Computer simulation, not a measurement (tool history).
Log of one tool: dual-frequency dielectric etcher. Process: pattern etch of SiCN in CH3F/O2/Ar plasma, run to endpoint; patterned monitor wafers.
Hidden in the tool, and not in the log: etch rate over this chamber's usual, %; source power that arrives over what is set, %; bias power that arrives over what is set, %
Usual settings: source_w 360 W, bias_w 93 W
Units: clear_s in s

run,day,source_w,bias_w,wafers since the last listed run,hours since the last wet clean,hours since the last source power generator calibration,hours since the last bias power generator calibration,hours since the last upper electrode change,"incoming incoming film thickness, nm",clear_s
1,0,360,93,0,258.3,2113,2760.6,3113,10.32,25.3
2,1.767,360,93,793,300.7,2155.4,2803,3155.4,10.27,25
3,3.138,360,87,616,333.6,2188.3,2835.9,3188.3,10.32,26.3
# day 5.012: wet clean of the chamber
4,5.629,360,93,670,14.8,2248.1,2895.7,3248.1,10.33,25.7
5,7.804,420,93,977,67,2300.3,2947.9,3300.3,10.26,23.8
6,10.388,420,93,1160,129,2362.3,3009.9,3362.3,10.26,23.9
7,13.071,360,93,1205,193.4,2426.7,3074.3,3426.7,10.29,25.2
8,14.967,360,93,851,238.9,2472.2,3119.8,3472.2,10.27,25.2
9,17.046,360,93,934,288.8,2522.1,3169.7,3522.1,10.24,24.9
10,18.662,360,102,726,327.6,2560.9,3208.5,3560.9,10.36,24.1
# day 19.883: wet clean of the chamber
11,20.121,360,102,205,5.7,2595.9,3243.5,3595.9,10.3,24.6
12,21.262,360,93,513,33.1,2623.3,3270.9,3623.3,10.33,25.6
# day 22.896: upper electrode replaced
13,23.625,360,93,612,89.8,2680,3327.6,17.5,10.26,25.5
14,25.608,400,102,891,137.4,2727.6,3375.2,65.1,10.28,23
15,26.971,400,83,612,170.1,2760.3,3407.9,97.8,10.23,25.5
# day 29.275: source power generator calibrated
16,29.829,320,79,1209,238.7,13.3,3476.5,166.4,10.33,29.2
# day 32.217: bias power generator calibrated
17,32.658,360,93,1196,306.6,81.2,10.6,234.3,10.22,24.7

The next listed run, before its measurement:
# day 35.154: wet clean of the chamber
18,35.175,360,93,681,0.5,141.6,71,294.7,10.28,?

Run 18 gave clear_s 25.8 s.
Without the tool's hidden state the same run would have given clear_s 25.8 s.

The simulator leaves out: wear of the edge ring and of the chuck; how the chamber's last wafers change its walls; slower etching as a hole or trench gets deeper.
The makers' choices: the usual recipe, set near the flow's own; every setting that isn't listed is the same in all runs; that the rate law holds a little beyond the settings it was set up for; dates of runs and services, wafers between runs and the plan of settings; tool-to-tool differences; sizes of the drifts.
